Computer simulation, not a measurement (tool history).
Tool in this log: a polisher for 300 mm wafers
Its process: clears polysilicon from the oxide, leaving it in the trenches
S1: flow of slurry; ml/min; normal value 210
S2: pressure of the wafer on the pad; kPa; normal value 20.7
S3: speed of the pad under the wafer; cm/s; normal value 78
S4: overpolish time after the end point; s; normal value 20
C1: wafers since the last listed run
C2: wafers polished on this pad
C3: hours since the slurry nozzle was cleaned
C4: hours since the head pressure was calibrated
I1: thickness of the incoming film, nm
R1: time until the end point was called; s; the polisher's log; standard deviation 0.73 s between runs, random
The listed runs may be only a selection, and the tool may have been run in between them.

run	day	S1	S2	S3	S4	C1	C2	C3	C4	I1	R1
1	0	210	20.7	78	20	0	831	196.7	434.3	608.1	54.3
2	2.629	210	20.7	78	20	666	1497	259.8	497.4	604.1	56.1
3	6.992	230	20.7	78	20	1105	2603	364.5	602.1	592.5	59
# day 8.708: worn pad replaced by a new one
4	9.2	230	20.7	78	20	517	124	417.5	655.1	600.8	54.1
5	11.429	210	20.7	78	20	565	689	471	708.6	607.2	56
6	12.95	210	20.7	78	20	385	1075	507.5	745.1	596.4	57.9
7	16.367	210	20.7	78	20	866	1941	589.5	827.1	596	60.3
# day 18.758: head pressure recalibrated
# day 19.675: slurry nozzle cleaned
# day 20.192: worn pad replaced by a new one
8	21.925	210	20.7	78	11	1334	439	54	76	604.6	53.6
9	26.133	245	15.2	66	20	1066	1506	155	177	597.1	88.2
10	28.329	210	27.6	78	20	556	2062	207.7	229.7	600.4	42.4
11	31.825	210	20.7	78	20	886	2948	291.6	313.6	594.6	58.9
# day 33.308: worn pad replaced by a new one
12	36.083	210	15.9	78	20	1037	703	393.8	415.8	601.8	72.9
13	40.004	280	20.7	78	20	993	1697	487.9	509.9	609.6	55
# day 44.046: worn pad replaced by a new one
14	44.067	255	20.7	90	20	987	5	585.4	607.4	588.5	48.1
# day 46: slurry nozzle cleaned
15	48.396	210	17.9	78	16	1086	1092	57.5	711.3	601.3	61.8
# day 56.508: worn pad replaced by a new one
16	56.529	280	20.7	78	20	2019	5	252.7	906.5	596.3	52.5
17	60.688	210	20.7	106	20	1054	1059	352.5	1006.3	591.1	40.5

Consider 4 possible next runs. They are alternatives, not a sequence: every one starts from the tool as it was left by run 17. What does each give?
A	60.704	210	20.7	78	20	4	1063	352.9	1006.7	605.2	?
B	60.704	145	20.7	78	20	4	1063	352.9	1006.7	605.2	?
C	60.704	210	20.7	98	20	4	1063	352.9	1006.7	605.2	?
D	60.704	210	24.8	78	20	4	1063	352.9	1006.7	605.2	?

run	R1
A	55.9
B	60.9
C	44.5
D	46.6
With no hidden state in the tool, these same runs would have given:
run	R1
A	52.1
B	55.6
C	41.5
D	43.4
